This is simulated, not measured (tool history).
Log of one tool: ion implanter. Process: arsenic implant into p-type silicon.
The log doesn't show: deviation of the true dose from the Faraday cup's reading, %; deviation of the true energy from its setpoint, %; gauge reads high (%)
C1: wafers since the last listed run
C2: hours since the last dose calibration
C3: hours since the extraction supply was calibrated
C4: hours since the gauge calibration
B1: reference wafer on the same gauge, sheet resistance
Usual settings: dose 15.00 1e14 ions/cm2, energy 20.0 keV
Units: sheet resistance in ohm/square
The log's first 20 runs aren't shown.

{"run": 21, "hour": 1529.8, "dose": 15.0, "energy": 25.5, "C1": 841, "C2": 209.7, "C3": 379.2, "C4": 708.2, "B1": 125.97, "sheet resistance": 105.54}
{"run": 22, "hour": 1610.9, "dose": 17.05, "energy": 15.5, "C1": 1809, "C2": 290.8, "C3": 460.3, "C4": 789.3, "B1": 126.06, "sheet resistance": 126.53}
{"run": 23, "hour": 1860.4, "dose": 17.56, "energy": 26.0, "C1": 5567, "C2": 540.3, "C3": 709.8, "C4": 1038.8, "B1": 125.97, "sheet resistance": 101.49}
{"run": 24, "hour": 1916.7, "dose": 10.95, "energy": 22.5, "C1": 1256, "C2": 596.6, "C3": 766.1, "C4": 1095.1, "B1": 126.07, "sheet resistance": 123.06}
{"run": 25, "hour": 2018.2, "dose": 15.0, "energy": 20.0, "C1": 2265, "C2": 698.1, "C3": 867.6, "C4": 1196.6, "B1": 126.08, "sheet resistance": 117.15}
{"run": 26, "hour": 2101.2, "dose": 11.67, "energy": 20.0, "C1": 1852, "C2": 781.1, "C3": 950.6, "C4": 1279.6, "B1": 126.06, "sheet resistance": 125.11}
{"run": 27, "hour": 2156.3, "dose": 15.0, "energy": 20.0, "C1": 1229, "C2": 836.2, "C3": 1005.7, "C4": 1334.7, "B1": 126.19, "sheet resistance": 116.64}
{"hour": 2234.4, "done": "Faraday cup replaced and dose calibrated"}
{"run": 28, "hour": 2240.9, "dose": 12.62, "energy": 25.5, "C1": 1709, "C2": 6.5, "C3": 1090.3, "C4": 1419.3, "B1": 125.87, "sheet resistance": 112.44}
{"run": 29, "hour": 2292.2, "dose": 11.45, "energy": 23.0, "C1": 1144, "C2": 57.8, "C3": 1141.6, "C4": 1470.6, "B1": 126.02, "sheet resistance": 121.03}
{"run": 30, "hour": 2382.6, "dose": 18.5, "energy": 24.5, "C1": 2017, "C2": 148.2, "C3": 1232.0, "C4": 1561.0, "B1": 126.0, "sheet resistance": 102.76}
{"run": 31, "hour": 2488.0, "dose": 18.36, "energy": 26.0, "C1": 2352, "C2": 253.6, "C3": 1337.4, "C4": 1666.4, "B1": 125.95, "sheet resistance": 100.88}
{"run": 32, "hour": 2524.3, "dose": 15.0, "energy": 23.5, "C1": 810, "C2": 289.9, "C3": 1373.7, "C4": 1702.7, "B1": 125.84, "sheet resistance": 109.6}
{"run": 33, "hour": 2577.2, "dose": 15.0, "energy": 20.0, "C1": 1180, "C2": 342.8, "C3": 1426.6, "C4": 1755.6, "B1": 125.96, "sheet resistance": 117.86}
{"run": 34, "hour": 2628.5, "dose": 12.08, "energy": 14.0, "C1": 1144, "C2": 394.1, "C3": 1477.9, "C4": 1806.9, "B1": 125.98, "sheet resistance": 141.42}
{"run": 35, "hour": 2729.7, "dose": 15.0, "energy": 20.0, "C1": 2258, "C2": 495.3, "C3": 1579.1, "C4": 1908.1, "B1": 126.1, "sheet resistance": 117.74}

5 ways to go on from here, each from the tool as it stands after run 35. What would each give?
{"run": "A", "hour": 2730.1, "dose": 15.0, "energy": 20.0, "C1": 8, "C2": 495.7, "C3": 1579.5, "C4": 1908.5, "B1": "?", "sheet resistance": "?"}
{"run": "B", "hour": 2730.1, "dose": 18.2, "energy": 16.5, "C1": 8, "C2": 495.7, "C3": 1579.5, "C4": 1908.5, "B1": "?", "sheet resistance": "?"}
{"run": "C", "hour": 2730.1, "dose": 13.24, "energy": 23.0, "C1": 8, "C2": 495.7, "C3": 1579.5, "C4": 1908.5, "B1": "?", "sheet resistance": "?"}
{"run": "D", "hour": 2730.1, "dose": 17.28, "energy": 20.0, "C1": 8, "C2": 495.7, "C3": 1579.5, "C4": 1908.5, "B1": "?", "sheet resistance": "?"}
{"run": "E", "hour": 2730.1, "dose": 17.14, "energy": 20.0, "C1": 8, "C2": 495.7, "C3": 1579.5, "C4": 1908.5, "B1": "?", "sheet resistance": "?"}

run=A B1=126.10 sheet_resistance=117.00
run=B B1=126.10 sheet_resistance=122.21
run=C B1=126.10 sheet_resistance=114.09
run=D B1=126.10 sheet_resistance=113.84
run=E B1=126.10 sheet_resistance=114.00
Without the tool's hidden state the same runs would have given:
run=A sheet_resistance=117.53
run=B sheet_resistance=122.56
run=C sheet_resistance=114.79
run=D sheet_resistance=114.23
run=E sheet_resistance=114.40
